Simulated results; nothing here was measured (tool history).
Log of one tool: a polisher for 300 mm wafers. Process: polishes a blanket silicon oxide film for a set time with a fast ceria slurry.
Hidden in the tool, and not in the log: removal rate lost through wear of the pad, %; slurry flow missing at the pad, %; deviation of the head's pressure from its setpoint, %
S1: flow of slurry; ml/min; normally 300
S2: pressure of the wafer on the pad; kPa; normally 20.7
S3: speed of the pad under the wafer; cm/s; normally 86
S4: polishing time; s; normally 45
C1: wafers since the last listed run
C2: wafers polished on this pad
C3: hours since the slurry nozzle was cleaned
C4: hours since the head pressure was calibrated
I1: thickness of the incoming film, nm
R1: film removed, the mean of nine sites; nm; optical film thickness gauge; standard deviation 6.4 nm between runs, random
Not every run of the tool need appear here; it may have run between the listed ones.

run,hour,S1,S2,S3,S4,C1,C2,C3,C4,I1,R1
1,0,300,20.7,86,45,0,1923,340.8,1401.4,3178.6,714.2
# hour 10.5: worn pad replaced by a new one
2,115,300,20.7,86,45,1437,1353,455.8,1516.4,3197.1,710
3,159.4,300,20.7,86,45,575,1928,500.2,1560.8,3199.3,695.5
# hour 170: worn pad replaced by a new one
4,211.4,300,16.5,86,45,621,536,552.2,1612.8,3232.9,554.3
5,255.3,300,16.5,86,45,568,1105,596.1,1656.7,3252.3,551.9
# hour 270.2: head pressure recalibrated
6,279.5,300,16.5,86,45,287,1393,620.3,9.3,3299.2,553.1
7,321.7,370,20.7,86,45,546,1939,662.5,51.5,3254,707.1
# hour 336.4: worn pad replaced by a new one
8,353.5,370,20.7,86,45,360,221,694.3,83.3,3273.7,701.9
9,397.2,375,25.5,86,45,566,788,738,127,3252.4,848.6
# hour 400.5: slurry nozzle cleaned
10,429.6,300,26.2,78,45,406,1194,29.1,159.4,3266.1,818
11,468.3,300,20.7,76,45,501,1696,67.8,198.1,3223.1,636.9
# hour 492: worn pad replaced by a new one
12,495.8,250,20.7,64,45,304,48,95.3,225.6,3216.5,526.5
13,547.3,300,15.2,94,40,667,716,146.8,277.1,3263,510.3
14,597.9,300,20.7,86,45,655,1371,197.4,327.7,3228.7,720.6
# hour 629.5: worn pad replaced by a new one
15,630,255,20.7,86,45,364,6,229.5,359.8,3237.2,703.5
16,687.6,265,17.9,86,45,746,752,287.1,417.4,3217.4,615.1
17,737.6,300,20.7,86,45,647,1400,337.1,467.4,3202.2,703.3

What if the next run were any one of these 5? Each begins from the tool's condition after run 17:
A,738,300,20.7,86,45,5,1405,337.5,467.8,3263.4,?
B,738,385,16.5,104,45,5,1405,337.5,467.8,3263.4,?
C,738,375,16.5,100,40,5,1405,337.5,467.8,3263.4,?
D,738,300,17.9,60,45,5,1405,337.5,467.8,3263.4,?
E,738,245,20.7,110,51,5,1405,337.5,467.8,3263.4,?

run,R1
A,705.6
B,700.3
C,597.1
D,426.6
E,995.8
With no hidden state in the tool, these same runs would have given:
run,R1
A,718.2
B,709.9
C,605.5
D,434.3
E,1017.9

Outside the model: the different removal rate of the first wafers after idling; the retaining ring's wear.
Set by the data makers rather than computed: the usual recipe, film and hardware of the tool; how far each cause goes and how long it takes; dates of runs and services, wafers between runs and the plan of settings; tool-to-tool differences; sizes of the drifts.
